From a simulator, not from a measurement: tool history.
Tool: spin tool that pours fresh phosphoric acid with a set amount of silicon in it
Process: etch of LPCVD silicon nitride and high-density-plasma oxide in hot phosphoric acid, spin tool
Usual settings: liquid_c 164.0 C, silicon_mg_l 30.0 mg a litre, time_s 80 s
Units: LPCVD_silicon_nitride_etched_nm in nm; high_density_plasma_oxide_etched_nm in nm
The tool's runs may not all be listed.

run     day  liquid_c  silicon_mg_l  time_s  wafers since the last listed run  hours since the thermometer was replaced  hours since the dissolved silicon flow meter was replaced  hours since the heated supply line was repaired  hours since the gauge calibration  read-back film thickness of the LPCVD silicon nitride reference wafer, read on the same gauge (nm)  read-back film thickness of the high-density-plasma oxide reference wafer, read on the same gauge (nm)  LPCVD_silicon_nitride_etched_nm  high_density_plasma_oxide_etched_nm
  1   0.000     164.0          30.0      80                                 0                                     524.2                                                     1732.8                                           3358.8                               67.7                                                                                              110.02                                                                                                  90.026                             7.64                                0.242
  2   1.125     164.0          22.5      80                               247                                     551.2                                                     1759.8                                           3385.8                               94.7                                                                                              110.05                                                                                                  89.968                             7.65                                0.325
  3   1.871     164.0          22.5      80                               164                                     569.1                                                     1777.7                                           3403.7                              112.6                                                                                              109.99                                                                                                  89.994                             7.69                                0.369
  4   2.950     164.0          22.5      80                               237                                     595.0                                                     1803.6                                           3429.6                              138.5                                                                                              109.99                                                                                                  89.989                             7.66                                0.351
  5   3.846     164.0          30.0      80                               197                                     616.5                                                     1825.1                                           3451.1                              160.0                                                                                              110.03                                                                                                  90.011                             7.65                                0.198
  6   4.625     164.0          30.0      80                               171                                     635.2                                                     1843.8                                           3469.8                              178.7                                                                                              109.97                                                                                                  89.993                             7.64                                0.255
  7   6.112     164.0          30.0      80                               327                                     670.9                                                     1879.5                                           3505.5                              214.4                                                                                              110.02                                                                                                  90.006                             7.65                                0.255
  8   7.467     164.0          30.0      80                               298                                     703.4                                                     1912.0                                           3538.0                              246.9                                                                                              109.95                                                                                                  89.997                             7.62                                0.257
      8.025  -- thermometer replaced
  9   8.608     164.0          30.0      80                               242                                      14.0                                                     1939.4                                           3565.4                              274.3                                                                                              109.97                                                                                                  89.968                             7.60                                0.223
      9.117  -- dissolved silicon flow meter replaced
 10   9.558     164.0          30.0      80                               199                                      36.8                                                       10.6                                           3588.2                              297.1                                                                                              110.04                                                                                                  90.001                             7.56                                0.233
 11  10.646     165.5          38.0      40                               239                                      62.9                                                       36.7                                           3614.3                              323.2                                                                                              109.99                                                                                                  89.989                             3.98                                0.092
     10.867  -- gauge calibrated
     11.125  -- heated supply line repaired
 12  11.250     164.0          30.0      80                               123                                      77.4                                                       51.2                                              3.0                                9.2                                                                                              109.96                                                                                                  90.006                             8.42                                0.303
 13  12.742     165.0          10.5      95                               328                                     113.2                                                       87.0                                             38.8                               45.0                                                                                              110.02                                                                                                  90.005                            10.35                                0.769
 14  13.371     165.5          50.0      35                               138                                     128.3                                                      102.1                                             53.9                               60.1                                                                                              110.03                                                                                                  89.981                             3.86                                0.073
 15  14.833     161.0          48.5     125                               321                                     163.4                                                      137.2                                             89.0                               95.2                                                                                              110.01                                                                                                  90.017                            11.89                                0.151
 16  16.050     166.0          50.0      80                               267                                     192.6                                                      166.4                                            118.2                              124.4                                                                                              109.98                                                                                                  90.036                             8.98                                0.139
 17  17.058     161.5          49.0     115                               221                                     216.8                                                      190.6                                            142.4                              148.6                                                                                              109.94                                                                                                  90.002                            11.10                                0.143
 18  17.954     164.0          30.0      80                               197                                     238.3                                                      212.1                                            163.9                              170.1                                                                                              110.02                                                                                                  90.015                             8.38                                0.323
 19  18.629     164.0          30.0      80                               148                                     254.5                                                      228.3                                            180.1                              186.3                                                                                              110.02                                                                                                  89.987                             8.36                                0.296
 20  19.225     166.0          30.0      80                               131                                     268.8                                                      242.6                                            194.4                              200.6                                                                                              110.04                                                                                                  89.986                             8.95                                0.411
 21  20.492     165.5          50.0     110                               278                                     299.2                                                      273.0                                            224.8                              231.0                                                                                              110.02                                                                                                  89.979                            12.14                                0.197

The same runs without the tool's hidden state, with the same run-to-run variation:
The hidden state here: liquid colder than its thermometer reads (K); dissolved silicon flow above the setpoint (%); temperature lost on the way to the wafer (K); gauge reads high (%).
run  LPCVD_silicon_nitride_etched_nm  high_density_plasma_oxide_etched_nm
  1                             8.56                                0.311
  2                             8.58                                0.419
  3                             8.63                                0.475
  4                             8.60                                0.454
  5                             8.60                                0.257
  6                             8.59                                0.331
  7                             8.61                                0.331
  8                             8.59                                0.335
  9                             8.58                                0.291
 10                             8.54                                0.305
 11                             4.49                                0.121
 12                             8.55                                0.314
 13                            10.52                                0.797
 14                             3.93                                0.076
 15                            12.11                                0.157
 16                             9.15                                0.145
 17                            11.33                                0.149
 18                             8.56                                0.338
 19                             8.54                                0.310
 20                             9.15                                0.431
 21                            12.42                                0.207
